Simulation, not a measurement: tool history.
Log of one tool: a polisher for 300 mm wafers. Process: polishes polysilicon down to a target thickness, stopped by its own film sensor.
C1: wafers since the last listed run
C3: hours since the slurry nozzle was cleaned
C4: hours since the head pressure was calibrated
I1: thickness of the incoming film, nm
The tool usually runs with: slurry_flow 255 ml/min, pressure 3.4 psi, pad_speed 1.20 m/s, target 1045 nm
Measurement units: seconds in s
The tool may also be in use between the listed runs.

{"run": 1, "hour": 0.0, "slurry_flow": 255, "pressure": 3.4, "pad_speed": 1.2, "target": 1045, "C1": 0, "wafers polished on this pad": 493, "C3": 290.8, "C4": 768.1, "I1": 1895.6, "seconds": 87.8}
{"run": 2, "hour": 14.9, "slurry_flow": 255, "pressure": 3.4, "pad_speed": 1.2, "target": 1045, "C1": 130, "wafers polished on this pad": 623, "C3": 305.7, "C4": 783.0, "I1": 1906.1, "seconds": 93.9}
{"run": 3, "hour": 28.2, "slurry_flow": 255, "pressure": 3.4, "pad_speed": 1.2, "target": 1045, "C1": 116, "wafers polished on this pad": 739, "C3": 319.0, "C4": 796.3, "I1": 1897.2, "seconds": 91.7}
{"run": 4, "hour": 42.1, "slurry_flow": 255, "pressure": 3.4, "pad_speed": 1.2, "target": 1045, "C1": 121, "wafers polished on this pad": 861, "C3": 332.9, "C4": 810.2, "I1": 1905.9, "seconds": 92.5}
{"run": 5, "hour": 48.5, "slurry_flow": 255, "pressure": 3.4, "pad_speed": 1.2, "target": 1045, "C1": 55, "wafers polished on this pad": 917, "C3": 339.3, "C4": 816.6, "I1": 1888.5, "seconds": 88.8}
{"run": 6, "hour": 54.6, "slurry_flow": 255, "pressure": 3.4, "pad_speed": 1.2, "target": 1045, "C1": 53, "wafers polished on this pad": 970, "C3": 345.4, "C4": 822.7, "I1": 1888.9, "seconds": 90.5}
{"run": 7, "hour": 65.9, "slurry_flow": 255, "pressure": 3.4, "pad_speed": 1.2, "target": 1045, "C1": 98, "wafers polished on this pad": 1069, "C3": 356.7, "C4": 834.0, "I1": 1838.7, "seconds": 85.7}
{"hour": 88.9, "done": "worn pad replaced by a new one"}
{"run": 8, "hour": 91.5, "slurry_flow": 255, "pressure": 3.4, "pad_speed": 1.2, "target": 1045, "C1": 188, "wafers polished on this pad": 22, "C3": 382.3, "C4": 859.6, "I1": 1898.2, "seconds": 100.7}
{"run": 9, "hour": 108.5, "slurry_flow": 255, "pressure": 3.4, "pad_speed": 1.42, "target": 1045, "C1": 148, "wafers polished on this pad": 170, "C3": 399.3, "C4": 876.6, "I1": 1860.4, "seconds": 81.9}
{"run": 10, "hour": 123.1, "slurry_flow": 255, "pressure": 3.4, "pad_speed": 1.42, "target": 1045, "C1": 127, "wafers polished on this pad": 298, "C3": 413.9, "C4": 891.2, "I1": 1897.3, "seconds": 86.6}
{"hour": 138.0, "done": "worn pad replaced by a new one, repeated, since the last time left the tool worse"}
{"hour": 152.7, "done": "slurry nozzle cleaned"}
{"run": 11, "hour": 166.0, "slurry_flow": 255, "pressure": 3.4, "pad_speed": 1.42, "target": 1045, "C1": 330, "wafers polished on this pad": 235, "C3": 13.3, "C4": 934.1, "I1": 1870.3, "seconds": 75.3}
{"run": 12, "hour": 177.2, "slurry_flow": 255, "pressure": 3.4, "pad_speed": 1.2, "target": 1045, "C1": 97, "wafers polished on this pad": 333, "C3": 24.5, "C4": 945.3, "I1": 1849.8, "seconds": 85.5}
{"hour": 182.5, "done": "head pressure recalibrated"}
{"run": 13, "hour": 184.5, "slurry_flow": 255, "pressure": 3.4, "pad_speed": 1.2, "target": 1186, "C1": 46, "wafers polished on this pad": 379, "C3": 31.8, "C4": 2.0, "I1": 1895.8, "seconds": 74.8}
{"run": 14, "hour": 191.9, "slurry_flow": 325, "pressure": 3.4, "pad_speed": 1.4, "target": 919, "C1": 64, "wafers polished on this pad": 444, "C3": 39.2, "C4": 9.4, "I1": 1882.2, "seconds": 83.8}
{"run": 15, "hour": 200.9, "slurry_flow": 255, "pressure": 3.4, "pad_speed": 1.2, "target": 1276, "C1": 78, "wafers polished on this pad": 523, "C3": 48.2, "C4": 18.4, "I1": 1871.4, "seconds": 61.8}
{"run": 16, "hour": 218.7, "slurry_flow": 255, "pressure": 3.4, "pad_speed": 1.2, "target": 1045, "C1": 155, "wafers polished on this pad": 678, "C3": 66.0, "C4": 36.2, "I1": 1875.3, "seconds": 87.8}
{"run": 17, "hour": 228.6, "slurry_flow": 255, "pressure": 3.4, "pad_speed": 1.2, "target": 1045, "C1": 86, "wafers polished on this pad": 764, "C3": 75.9, "C4": 46.1, "I1": 1886.7, "seconds": 90.8}
{"run": 18, "hour": 241.5, "slurry_flow": 300, "pressure": 3.4, "pad_speed": 1.5, "target": 1286, "C1": 112, "wafers polished on this pad": 877, "C3": 88.8, "C4": 59.0, "I1": 1862.3, "seconds": 50.1}
{"hour": 260.9, "done": "worn pad replaced by a new one"}
{"run": 19, "hour": 288.5, "slurry_flow": 255, "pressure": 4.0, "pad_speed": 1.2, "target": 1045, "C1": 375, "wafers polished on this pad": 240, "C3": 135.8, "C4": 106.0, "I1": 1882.1, "seconds": 74.2}
{"run": 20, "hour": 305.7, "slurry_flow": 255, "pressure": 2.9, "pad_speed": 1.4, "target": 1045, "C1": 150, "wafers polished on this pad": 390, "C3": 153.0, "C4": 123.2, "I1": 1867.2, "seconds": 84.0}
{"run": 21, "hour": 312.9, "slurry_flow": 170, "pressure": 3.4, "pad_speed": 0.94, "target": 1045, "C1": 62, "wafers polished on this pad": 453, "C3": 160.2, "C4": 130.4, "I1": 1884.9, "seconds": 115.9}
{"run": 22, "hour": 320.9, "slurry_flow": 255, "pressure": 3.4, "pad_speed": 1.42, "target": 1045, "C1": 69, "wafers polished on this pad": 523, "C3": 168.2, "C4": 138.4, "I1": 1871.2, "seconds": 72.8}
{"run": 23, "hour": 333.2, "slurry_flow": 255, "pressure": 3.4, "pad_speed": 1.2, "target": 1045, "C1": 107, "wafers polished on this pad": 630, "C3": 180.5, "C4": 150.7, "I1": 1901.4, "seconds": 90.9}

For each entry between runs, how does the tool's hidden state at the last listed run before it compare with that at the first listed run after it?
From run 7 to run 8: worn pad replaced by a new one (hour 88.9)
  removal rate lost through wear of the pad, %: 6.46 -> 13.4
  what was measured, less what the result would be without the hidden state, seconds: +5.5 -> +13.5 s
From run 10 to run 11: worn pad replaced by a new one, repeated, since the last time left the tool worse (hour 138.0); slurry nozzle cleaned (hour 152.7)
  removal rate lost through wear of the pad, %: 15 -> 2.47
  what was measured, less what the result would be without the hidden state, seconds: +12.9 -> +1.8 s
From run 12 to run 13: head pressure recalibrated (hour 182.5)
  removal rate lost through wear of the pad, %: 3.02 -> 3.38
  what was measured, less what the result would be without the hidden state, seconds: +2.6 -> +2.5 s
From run 18 to run 19: worn pad replaced by a new one (hour 260.9)
  removal rate lost through wear of the pad, %: 6.17 -> 1.85
  what was measured, less what the result would be without the hidden state, seconds: +3.1 -> +1.4 s
